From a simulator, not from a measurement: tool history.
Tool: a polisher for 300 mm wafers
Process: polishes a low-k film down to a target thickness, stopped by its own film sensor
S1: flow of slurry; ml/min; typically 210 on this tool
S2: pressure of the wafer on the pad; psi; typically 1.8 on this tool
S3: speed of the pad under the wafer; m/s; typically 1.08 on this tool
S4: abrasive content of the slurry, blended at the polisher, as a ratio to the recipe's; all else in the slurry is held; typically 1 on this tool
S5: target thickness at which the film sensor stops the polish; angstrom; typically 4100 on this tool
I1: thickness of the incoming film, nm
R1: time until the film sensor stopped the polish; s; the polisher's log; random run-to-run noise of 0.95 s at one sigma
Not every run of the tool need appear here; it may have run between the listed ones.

run 1 hour=0 | S1=210 S2=1.5 S3=1.08 S4=1 S5=4170 | I1=455 | R1=91.5
run 2 hour=17 | S1=245 S2=1.8 S3=1.08 S4=1 S5=4100 | I1=456.3 | R1=99.4
run 3 hour=30.1 | S1=245 S2=1.8 S3=1.08 S4=1 S5=4100 | I1=450.1 | R1=85
run 4 hour=58.6 | S1=210 S2=1.8 S3=1.08 S4=1 S5=4100 | I1=450.6 | R1=88.3
run 5 hour=70.7 | S1=255 S2=1.8 S3=1.08 S4=1.2 S5=4100 | I1=448.3 | R1=77.1
run 6 hour=98.4 | S1=210 S2=1.8 S3=1.08 S4=1 S5=4100 | I1=443.7 | R1=72.7
run 7 hour=125.6 | S1=210 S2=1.8 S3=1.08 S4=1 S5=4100 | I1=447.8 | R1=81.2
run 8 hour=139 | S1=210 S2=1.8 S3=1.08 S4=1 S5=4150 | I1=454.1 | R1=84.5
-- hour=144.4 conditioning disc replaced and pad reconditioned
-- hour=154.2 slurry nozzle cleaned
run 9 hour=155.2 | S1=210 S2=1.8 S3=0.9 S4=0.8 S5=4190 | I1=448 | R1=72.8
run 10 hour=176 | S1=160 S2=1.5 S3=1.08 S4=1 S5=4100 | I1=454.2 | R1=103.3
-- hour=200.9 worn pad replaced by a new one
run 11 hour=204.2 | S1=210 S2=2 S3=0.92 S4=0.75 S5=4030 | I1=446.1 | R1=101.8
run 12 hour=233.3 | S1=165 S2=1.8 S3=1.36 S4=1 S5=4020 | I1=449.7 | R1=84.9
run 13 hour=255.3 | S1=255 S2=1.8 S3=1.08 S4=1.15 S5=4060 | I1=447.2 | R1=82.9

The next listed run, before its measurement:
run 14 hour=277.1 | S1=210 S2=1.8 S3=1.08 S4=1 S5=4100 | I1=454.5 | R1=?

{"run 14": {"R1": 94}}
If the tool had no hidden condition, the same run with the same run-to-run variation would have returned R1 89.3 s.
